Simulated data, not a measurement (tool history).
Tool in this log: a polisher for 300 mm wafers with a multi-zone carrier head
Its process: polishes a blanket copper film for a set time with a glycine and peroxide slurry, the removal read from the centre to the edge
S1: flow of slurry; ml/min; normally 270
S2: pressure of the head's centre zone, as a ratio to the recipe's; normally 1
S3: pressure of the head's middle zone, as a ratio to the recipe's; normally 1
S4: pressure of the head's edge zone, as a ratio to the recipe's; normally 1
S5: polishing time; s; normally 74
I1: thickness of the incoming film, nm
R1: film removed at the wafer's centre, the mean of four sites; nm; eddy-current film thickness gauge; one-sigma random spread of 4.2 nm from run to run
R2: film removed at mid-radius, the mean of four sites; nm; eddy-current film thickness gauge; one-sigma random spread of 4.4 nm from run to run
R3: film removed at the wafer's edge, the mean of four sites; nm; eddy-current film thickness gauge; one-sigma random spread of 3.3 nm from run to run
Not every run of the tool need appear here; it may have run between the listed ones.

Run 1, hour 0: usual settings but S1 215 ml/min, S5 85 s; I1 1457.5. Result: R1 395.3 nm, R2 402.7 nm, R3 406.4 nm.
Run 2, hour 12.7: usual settings but S2 1.04, S3 0.95, S4 1.07; I1 1474.7. Result: R1 369.2 nm, R2 342 nm, R3 375 nm.
At hour 28.2: worn pad replaced by a new one.
Run 3, hour 29.5: usual settings but S1 200 ml/min; I1 1491.1. Result: R1 344.6 nm, R2 351.6 nm, R3 357.1 nm.
Run 4, hour 45: usual settings but S1 185 ml/min, S2 0.95, S3 0.93; I1 1475.9. Result: R1 315.2 nm, R2 318.4 nm, R3 351.1 nm.
Run 5, hour 62.4: usual settings; I1 1466.2. Result: R1 363.5 nm, R2 363.9 nm, R3 368.1 nm.
Run 6, hour 72.2: usual settings but S3 1.11, S5 66 s; I1 1459.7. Result: R1 319.2 nm, R2 341.5 nm, R3 326.6 nm.
Run 7, hour 80.1: usual settings; I1 1476.7. Result: R1 354.5 nm, R2 351.6 nm, R3 365.4 nm.
Run 8, hour 94.6: usual settings but S1 325 ml/min, S5 54 s; I1 1487.7. Result: R1 265.5 nm, R2 269.3 nm, R3 269.9 nm.
Run 9, hour 111.2: usual settings; I1 1461.8. Result: R1 359.4 nm, R2 363.6 nm, R3 359 nm.
Run 10, hour 129.2: usual settings but S3 1.06, S4 0.88; I1 1462.2. Result: R1 353.2 nm, R2 380.6 nm, R3 345.5 nm.
At hour 142.7: edge zone pressure recalibrated.
Run 11, hour 146: usual settings but S3 0.94; I1 1440.9. Result: R1 354.8 nm, R2 341.5 nm, R3 364.7 nm.
At hour 159.8: slurry nozzle cleaned.
At hour 160.3: worn pad replaced by a new one.
Run 12, hour 160.8: usual settings; I1 1491.3. Result: R1 389 nm, R2 382.6 nm, R3 382.8 nm.
Run 13, hour 170.1: usual settings; I1 1482.9. Result: R1 377.2 nm, R2 386.2 nm, R3 379.3 nm.
Run 14, hour 202: usual settings; I1 1473.2. Result: R1 380.4 nm, R2 373.9 nm, R3 371.2 nm.
Run 15, hour 212.4: usual settings; I1 1489.5. Result: R1 378.7 nm, R2 378.8 nm, R3 371.9 nm.
Run 16, hour 219.2: usual settings but S5 92 s; I1 1473.5. Result: R1 467.2 nm, R2 469.3 nm, R3 466.7 nm.
Run 17, hour 232.4: usual settings but S3 0.95; I1 1487.8. Result: R1 386.9 nm, R2 362.6 nm, R3 380.4 nm.
Run 18, hour 280.4: usual settings but S1 195 ml/min, S3 0.88; I1 1476.8. Result: R1 367.4 nm, R2 320.9 nm, R3 364.8 nm.
Run 19, hour 297.8: usual settings but S1 360 ml/min; I1 1463.6. Result: R1 391.5 nm, R2 379 nm, R3 379.5 nm.
At hour 305: worn pad replaced by a new one.
Run 20, hour 314.5: usual settings but S4 0.89; I1 1465.7. Result: R1 368.9 nm, R2 377.4 nm, R3 353.4 nm.
Run 21, hour 328.9: usual settings but S2 0.97; I1 1459.4. Result: R1 360.4 nm, R2 367.5 nm, R3 373.8 nm.
Run 22, hour 338.4: usual settings but S3 0.94, S4 0.91; I1 1450.3. Result: R1 371.2 nm, R2 352.9 nm, R3 360.1 nm.

Branching from run 22: 4 alternative next runs. What would each branch give?
Run A, hour 338.8: usual settings; I1 1498.7. Result: R1 ?, R2 ?, R3 ?.
Run B, hour 338.8: usual settings but S1 345 ml/min, S3 1.11; I1 1498.7. Result: R1 ?, R2 ?, R3 ?.
Run C, hour 338.8: usual settings but S5 87 s; I1 1498.7. Result: R1 ?, R2 ?, R3 ?.
Run D, hour 338.8: usual settings but S2 0.96; I1 1498.7. Result: R1 ?, R2 ?, R3 ?.

run     R1     R2     R3
  A  374.2  375.9  374.9
  B  385.8  417.6    382
  C    440    442  440.7
  D  359.1    376  374.9
Had the tool no hidden state, the same runs would have come out as:
run     R1     R2     R3
  A  387.5  387.9  383.8
  B  396.8  428.4  389.4
  C  455.6  456.1  451.2
  D  371.9    388  383.8
